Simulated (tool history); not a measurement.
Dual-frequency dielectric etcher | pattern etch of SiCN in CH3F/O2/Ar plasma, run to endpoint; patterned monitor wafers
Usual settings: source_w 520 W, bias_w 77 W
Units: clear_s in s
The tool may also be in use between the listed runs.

| run | hour | source_w | bias_w | incoming incoming film thickness, nm | clear_s |
|---|---|---|---|---|---|
| 1 | 0.0 | 570 | 77 | 6.96 | 15.3 |
| 2 | 19.3 | 520 | 77 | 6.99 | 15.8 |
| 3 | 33.8 | 520 | 77 | 7.04 | 15.9 |
| 4 | 60.4 | 520 | 77 | 7.01 | 15.9 |
| 5 | 79.7 | 520 | 77 | 7.01 | 15.9 |
| 6 | 92.2 | 520 | 64 | 6.98 | 17.6 |
| 7 | 127.9 | 520 | 64 | 7.03 | 17.8 |
| 8 | 140.4 | 600 | 77 | 7.03 | 15.2 |
|  | 174.2 | wet clean of the chamber |
| 9 | 174.7 | 600 | 77 | 6.99 | 14.9 |
| 10 | 180.0 | 520 | 77 | 6.96 | 15.6 |
| 11 | 213.7 | 520 | 77 | 6.99 | 15.7 |
|  | 233.4 | bias power generator calibrated |
| 12 | 238.5 | 520 | 77 | 7.00 | 15.7 |
|  | 243.5 | source power generator calibrated |
| 13 | 253.4 | 520 | 77 | 7.02 | 15.7 |
| 14 | 278.6 | 520 | 77 | 7.04 | 15.7 |
| 15 | 301.5 | 520 | 77 | 6.95 | 15.6 |
| 16 | 315.4 | 520 | 77 | 7.10 | 15.9 |
| 17 | 346.5 | 570 | 59 | 7.02 | 17.9 |
| 18 | 375.7 | 590 | 68 | 7.02 | 16.1 |
| 19 | 394.4 | 570 | 59 | 6.98 | 17.7 |
| 20 | 419.3 | 600 | 77 | 7.00 | 15.1 |
| 21 | 436.5 | 520 | 70 | 7.01 | 16.6 |
| 22 | 455.3 | 420 | 91 | 7.09 | 15.7 |
| 23 | 469.1 | 400 | 90 | 6.99 | 15.8 |
|  | 499.6 | upper electrode replaced |
| 24 | 500.1 | 650 | 82 | 6.97 | 14.2 |
| 25 | 520.5 | 650 | 64 | 7.04 | 16.4 |
| 26 | 538.4 | 400 | 65 | 7.04 | 19.1 |
| 27 | 567.7 | 590 | 96 | 7.01 | 13.5 |
| 28 | 586.2 | 430 | 77 | 6.97 | 16.9 |
| 29 | 600.4 | 580 | 70 | 7.02 | 16.3 |
| 30 | 623.8 | 420 | 91 | 7.00 | 15.5 |
| 31 | 654.5 | 450 | 94 | 6.95 | 14.9 |
| 32 | 669.4 | 520 | 77 | 6.98 | 15.8 |
|  | 702.8 | wet clean of the chamber |
| 33 | 703.3 | 560 | 77 | 6.99 | 15.3 |
| 34 | 718.8 | 520 | 87 | 7.00 | 14.7 |
| 35 | 741.8 | 400 | 64 | 6.96 | 19.0 |
| 36 | 761.7 | 410 | 86 | 7.02 | 16.1 |

What the log doesn't show, run by run:
source power that arrives over what is set, %: 0 in every run
bias power that arrives over what is set, %: 0 in every run
H1: etch rate over this chamber's usual, %
| run | H1 |
|---|---|
| 1 | -0.858 |
| 2 | -0.919 |
| 3 | -0.964 |
| 4 | -1.05 |
| 5 | -1.11 |
| 6 | -1.15 |
| 7 | -1.26 |
| 8 | -1.3 |
| 9 | 0.269 |
| 10 | 0.253 |
| 11 | 0.147 |
| 12 | 0.0694 |
| 13 | 0.0227 |
| 14 | -0.0564 |
| 15 | -0.128 |
| 16 | -0.172 |
| 17 | -0.269 |
| 18 | -0.361 |
| 19 | -0.419 |
| 20 | -0.498 |
| 21 | -0.551 |
| 22 | -0.61 |
| 23 | -0.654 |
| 24 | -0.751 |
| 25 | -0.815 |
| 26 | -0.871 |
| 27 | -0.963 |
| 28 | -1.02 |
| 29 | -1.07 |
| 30 | -1.14 |
| 31 | -1.23 |
| 32 | -1.28 |
| 33 | -0.125 |
| 34 | -0.173 |
| 35 | -0.245 |
| 36 | -0.308 |

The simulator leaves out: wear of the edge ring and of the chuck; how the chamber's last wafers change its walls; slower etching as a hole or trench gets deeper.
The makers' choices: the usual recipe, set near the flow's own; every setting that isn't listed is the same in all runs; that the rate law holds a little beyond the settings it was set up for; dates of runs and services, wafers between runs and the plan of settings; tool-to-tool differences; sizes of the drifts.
